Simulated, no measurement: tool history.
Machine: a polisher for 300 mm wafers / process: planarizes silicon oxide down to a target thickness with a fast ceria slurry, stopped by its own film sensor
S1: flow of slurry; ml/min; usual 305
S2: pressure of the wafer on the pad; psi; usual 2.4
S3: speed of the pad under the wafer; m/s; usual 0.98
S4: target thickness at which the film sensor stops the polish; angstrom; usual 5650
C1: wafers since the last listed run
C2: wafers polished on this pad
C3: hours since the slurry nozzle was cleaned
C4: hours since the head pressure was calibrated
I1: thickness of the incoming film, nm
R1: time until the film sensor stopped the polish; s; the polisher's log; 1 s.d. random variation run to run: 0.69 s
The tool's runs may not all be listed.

run	hour	S1	S2	S3	S4	C1	C2	C3	C4	I1	R1
1	0.0	305	2.4	0.82	7050	0	1190	354.1	929.5	1433.2	61.2
2	30.9	305	2.4	0.82	7050	460	1650	385.0	960.4	1423.5	60.9
3	66.8	305	2.4	0.82	7050	534	2185	420.9	996.3	1431.2	60.2
4	84.2	305	3.0	0.98	5650	259	2444	438.3	1013.7	1415.6	50.2
# hour 109.3: worn pad replaced by a new one
5	115.9	305	3.0	0.98	5650	412	98	470.0	1045.4	1432.4	51.4
6	132.2	305	2.4	0.98	5650	242	340	486.3	1061.7	1434.0	64.1
7	154.5	305	2.4	0.98	5650	332	673	508.6	1084.0	1440.7	63.4
# hour 157.9: slurry nozzle cleaned
8	181.0	305	2.4	0.98	5650	379	1052	23.1	1110.5	1436.6	63.4
9	212.5	305	2.4	0.98	5650	469	1521	54.6	1142.0	1439.7	65.4
# hour 267.4: head pressure recalibrated
10	279.7	305	2.4	0.98	5650	970	2492	121.8	12.3	1431.6	59.0
# hour 302.0: worn pad replaced by a new one
11	302.5	305	2.1	0.98	5650	279	6	144.6	35.1	1439.9	67.7
12	327.4	305	2.4	0.80	4160	370	377	169.5	60.0	1442.0	80.6
13	349.7	305	2.4	0.80	4160	332	709	191.8	82.3	1451.0	83.3
14	362.3	305	2.4	0.80	4160	187	897	204.4	94.9	1460.1	81.4
15	385.1	305	2.4	0.98	4770	339	1236	227.2	117.7	1421.5	65.0
16	405.4	305	2.4	0.98	4770	302	1539	247.5	138.0	1444.9	66.2
17	419.2	325	2.4	0.98	5650	205	1744	261.3	151.8	1457.6	61.3
18	447.5	305	1.7	0.98	5650	421	2165	289.6	180.1	1440.9	81.6
# hour 463.3: worn pad replaced by a new one
19	478.5	275	2.7	0.98	5650	402	225	320.6	211.1	1429.7	53.3
20	506.7	225	3.0	0.98	3640	419	645	348.8	239.3	1432.6	62.2
21	519.8	305	1.8	0.98	5650	195	840	361.9	252.4	1436.9	79.0
22	532.4	305	2.4	0.86	5650	187	1028	374.5	265.0	1434.7	65.9
23	566.9	305	3.2	1.30	6940	513	1541	409.0	299.5	1447.9	31.7
24	586.2	355	2.4	0.98	3670	287	1829	428.3	318.8	1449.9	73.8
# hour 615.8: worn pad replaced by a new one
25	618.9	235	2.4	0.76	8460	427	46	461.0	351.5	1430.3	50.2
26	633.8	305	2.4	0.98	5650	221	268	475.9	366.4	1422.9	59.0
# hour 645.3: slurry nozzle cleaned
27	661.2	305	2.4	0.98	5650	393	661	15.9	393.8	1420.2	59.8
28	684.8	330	2.4	0.98	4750	351	1012	39.5	417.4	1434.9	67.2
29	713.8	305	3.0	0.98	5650	431	1444	68.5	446.4	1444.7	50.4
30	735.1	385	3.0	0.84	6660	317	1761	89.8	467.7	1459.2	50.2
31	763.0	240	2.9	0.70	6790	415	2177	117.7	495.6	1463.5	60.5
32	786.2	225	2.4	1.10	5650	345	2522	140.9	518.8	1427.0	58.6
# hour 811.8: worn pad replaced by a new one
33	812.3	270	2.9	0.98	5650	329	8	167.0	544.9	1445.7	51.5
34	835.5	305	2.4	0.98	5650	345	353	190.2	568.1	1438.6	62.6
35	861.5	260	2.9	0.98	8600	387	740	216.2	594.1	1440.1	35.7

What was the tool's hidden state at every run in the log?
removal rate lost through wear of the pad, %: 0 in every run
slurry flow missing at the pad, %: 0 in every run
H1: deviation of the head's pressure from its setpoint, %
run	H1
1	-6.87
2	-7.13
3	-7.44
4	-7.58
5	-7.85
6	-7.99
7	-8.18
8	-8.4
9	-8.67
10	0.753
11	0.56
12	0.349
13	0.16
14	0.0532
15	-0.14
16	-0.312
17	-0.429
18	-0.668
19	-0.931
20	-1.17
21	-1.28
22	-1.39
23	-1.68
24	-1.84
25	-2.12
26	-2.25
27	-2.48
28	-2.68
29	-2.92
30	-3.1
31	-3.34
32	-3.54
33	-3.76
34	-3.95
35	-4.17
